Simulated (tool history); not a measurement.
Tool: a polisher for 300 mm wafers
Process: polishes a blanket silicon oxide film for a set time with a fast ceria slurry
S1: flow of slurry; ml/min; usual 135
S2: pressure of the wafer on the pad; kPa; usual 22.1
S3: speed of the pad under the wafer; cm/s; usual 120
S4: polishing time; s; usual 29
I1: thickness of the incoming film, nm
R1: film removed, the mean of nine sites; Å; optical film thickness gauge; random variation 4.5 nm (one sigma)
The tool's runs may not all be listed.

run	day	S1	S2	S3	S4	I1	R1
1	0	135	22.1	120	29	1765.3	5146
2	2.217	135	22.1	120	29	1776.1	5434
3	6.196	135	22.1	120	29	1802.2	5349
4	9.896	135	22.1	120	23	1772.7	4266
5	12.379	135	22.1	120	23	1785.1	4117
6	15.925	135	22.1	120	23	1780.8	4277
7	19.833	135	22.1	120	29	1788.9	5413
8	23.638	135	22.1	120	29	1771.1	5359
9	27.246	135	22.1	120	29	1797.5	5110
10	30.992	135	22.1	120	29	1782.8	5531
11	33.6	135	22.1	120	29	1787.6	5526
12	35.458	150	29	120	21	1749.1	5278
13	39.458	135	22.1	158	29	1781.4	6626
14	41.775	135	22.1	120	29	1791.1	5301
15	44.433	160	15.9	120	38	1754.9	5409
16	48.35	175	22.1	120	34	1795.1	6713
17	51.812	135	22.1	108	38	1787.1	6398
18	54.096	135	22.1	120	29	1762	5238
19	56.412	170	22.1	120	22	1767.8	4222
20	57.912	160	22.1	102	32	1754.8	5586
21	60.004	115	19.3	120	23	1793.8	3694
22	62.567	135	22.1	108	19	1743.9	3233

Taken out of this log: 11 entries between the listed runs. Where each belongs, and how the hidden state differs across it:
Between runs 1 and 2: slurry nozzle cleaned (day 0.096)
  slurry flow missing at the pad, %: 30.2 -> 6.16
  measured less the result without the state, R1: -502 -> -76 Å
Between runs 3 and 4: worn pad replaced by a new one (day 9.875)
  slurry flow missing at the pad, %: 13.2 -> 19.7
  measured less the result without the state, R1: -175 -> -229 Å
Between runs 5 and 6: slurry nozzle cleaned (day 13.525)
  slurry flow missing at the pad, %: 24.1 -> 5.94
  measured less the result without the state, R1: -288 -> -58 Å
Between runs 8 and 9: worn pad replaced by a new one (day 23.946)
  slurry flow missing at the pad, %: 19.5 -> 25.9
  measured less the result without the state, R1: -284 -> -397 Å
Between runs 9 and 10: slurry nozzle cleaned (day 29.767)
  slurry flow missing at the pad, %: 25.9 -> 3.62
  measured less the result without the state, R1: -397 -> -43 Å
Between runs 12 and 13: worn pad replaced by a new one (day 37.358); head pressure recalibrated (day 38.712)
  slurry flow missing at the pad, %: 11.5 -> 18.5
  measured less the result without the state, R1: -132 -> -328 Å
Between runs 14 and 15: slurry nozzle cleaned (day 43.088)
  slurry flow missing at the pad, %: 22.6 -> 4.09
  measured less the result without the state, R1: -341 -> -41 Å
Between runs 16 and 17: worn pad replaced by a new one (day 48.879)
  slurry flow missing at the pad, %: 11 -> 17.1
  measured less the result without the state, R1: -137 -> -287 Å
Between runs 19 and 20: slurry nozzle cleaned (day 56.542)
  slurry flow missing at the pad, %: 25.2 -> 3.49
  measured less the result without the state, R1: -250 -> -36 Å
Between runs 20 and 21: worn pad replaced by a new one (day 59.679)
  slurry flow missing at the pad, %: 3.49 -> 7.17
  measured less the result without the state, R1: -36 -> -71 Å

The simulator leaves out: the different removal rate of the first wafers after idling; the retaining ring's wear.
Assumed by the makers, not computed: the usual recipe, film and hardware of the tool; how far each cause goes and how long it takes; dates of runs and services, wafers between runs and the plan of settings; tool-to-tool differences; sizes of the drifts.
